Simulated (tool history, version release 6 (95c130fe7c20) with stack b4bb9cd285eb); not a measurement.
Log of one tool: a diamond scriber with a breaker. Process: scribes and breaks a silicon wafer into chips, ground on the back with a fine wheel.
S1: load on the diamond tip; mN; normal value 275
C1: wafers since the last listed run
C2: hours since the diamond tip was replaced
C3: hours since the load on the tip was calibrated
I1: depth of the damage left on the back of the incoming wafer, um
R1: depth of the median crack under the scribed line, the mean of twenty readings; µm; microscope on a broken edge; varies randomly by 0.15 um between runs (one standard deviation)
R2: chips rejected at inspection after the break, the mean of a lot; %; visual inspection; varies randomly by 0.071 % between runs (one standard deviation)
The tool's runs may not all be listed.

run   hour   S1   C1     C2      C3    I1     R1    R2
  1    0.0  242    0  329.9  1331.4  2.59   9.48  3.66
      27.6  -- diamond tip replaced by a new one
  2   31.9  242   64    4.3  1363.3  2.85   9.72  4.40
  3   44.2  242   26   16.6  1375.6  2.00   9.44  2.70
  4   55.8  333   24   28.2  1387.2  1.78  12.27  3.29
  5   61.9  333   13   34.3  1393.3  2.62  12.33  4.07
  6   68.6  275   14   41.0  1400.0  2.36  10.73  1.73
  7   80.9  275   26   53.3  1412.3  2.67  10.87  2.41
  8   89.7  275   18   62.1  1421.1  2.03  10.94  1.36
  9  117.4  275   59   89.8  1448.8  2.33  10.75  1.76
 10  128.6  275   24  101.0  1460.0  2.87  10.57  2.38
 11  141.0  275   26  113.4  1472.4  2.14  10.97  1.52
 12  158.1  275   36  130.5  1489.5  2.51  10.86  2.11
 13  207.6  275  106  180.0  1539.0  2.19  10.82  1.62
 14  216.0  275   18  188.4  1547.4  1.65  10.67  1.03
 15  224.1  275   17  196.5  1555.5  2.62  10.83  2.24
 16  238.9  313   31  211.3  1570.3  2.43  11.90  2.66
 17  256.6  313   38  229.0  1588.0  1.90  11.92  2.27
 18  268.9  313   26  241.3  1600.3  2.13  11.85  2.45
 19  285.5  195   35  257.9  1616.9  1.50   8.38  9.93
 20  298.5  215   27  270.9  1629.9  1.66   8.79  5.82
 21  309.4  246   23  281.8  1640.8  1.74   9.90  1.91
 22  325.1  309   33  297.5  1656.5  2.30  11.58  2.45
 23  340.8  275   33  313.2  1672.2  2.11  10.61  1.44
 24  356.1  343   32  328.5  1687.5  2.37  12.68  4.60
 25  370.4  351   30  342.8  1701.8  1.50  12.81  4.57
 26  383.4  313   27  355.8  1714.8  1.78  11.57  2.28
 27  391.5  242   17  363.9  1722.9  2.64   9.59  3.56
     394.8  -- diamond tip replaced by a new one
 28  439.7  320   99   44.9  1771.1  1.52  12.23  2.48
 29  452.2  225   26   57.4  1783.6  1.61   9.10  4.23
 30  458.3  235   13   63.5  1789.7  1.63   9.65  2.89
     501.0  -- load on the tip recalibrated
 31  506.2  247   98  111.4     5.2  2.56   9.84  3.12
 32  521.0  206   31  126.2    20.0  2.76   8.43  9.43
 33  532.3  241   24  137.5    31.3  2.56   9.52  3.71
 34  559.0  275   57  164.2    58.0  1.59  10.73  1.05
 35  575.0  220   34  180.2    74.0  2.46   9.09  5.94
 36  590.9  337   34  196.1    89.9  2.17  12.34  4.01
 37  607.9  223   36  213.1   106.9  1.92   9.07  4.99
 38  623.7  337   34  228.9   122.7  2.89  12.17  4.68
 39  631.2  275   16  236.4   130.2  2.60  10.84  2.13
 40  645.5  251   30  250.7   144.5  2.13   9.96  2.24
 41  659.7  321   30  264.9   158.7  2.18  12.09  2.91

What was the tool's hidden state at every run in the log?
share of the diamond tip's cutting effectiveness lost through wear, %: 0 in every run
deviation of the load on the tip from its setpoint, %: 0 in every run

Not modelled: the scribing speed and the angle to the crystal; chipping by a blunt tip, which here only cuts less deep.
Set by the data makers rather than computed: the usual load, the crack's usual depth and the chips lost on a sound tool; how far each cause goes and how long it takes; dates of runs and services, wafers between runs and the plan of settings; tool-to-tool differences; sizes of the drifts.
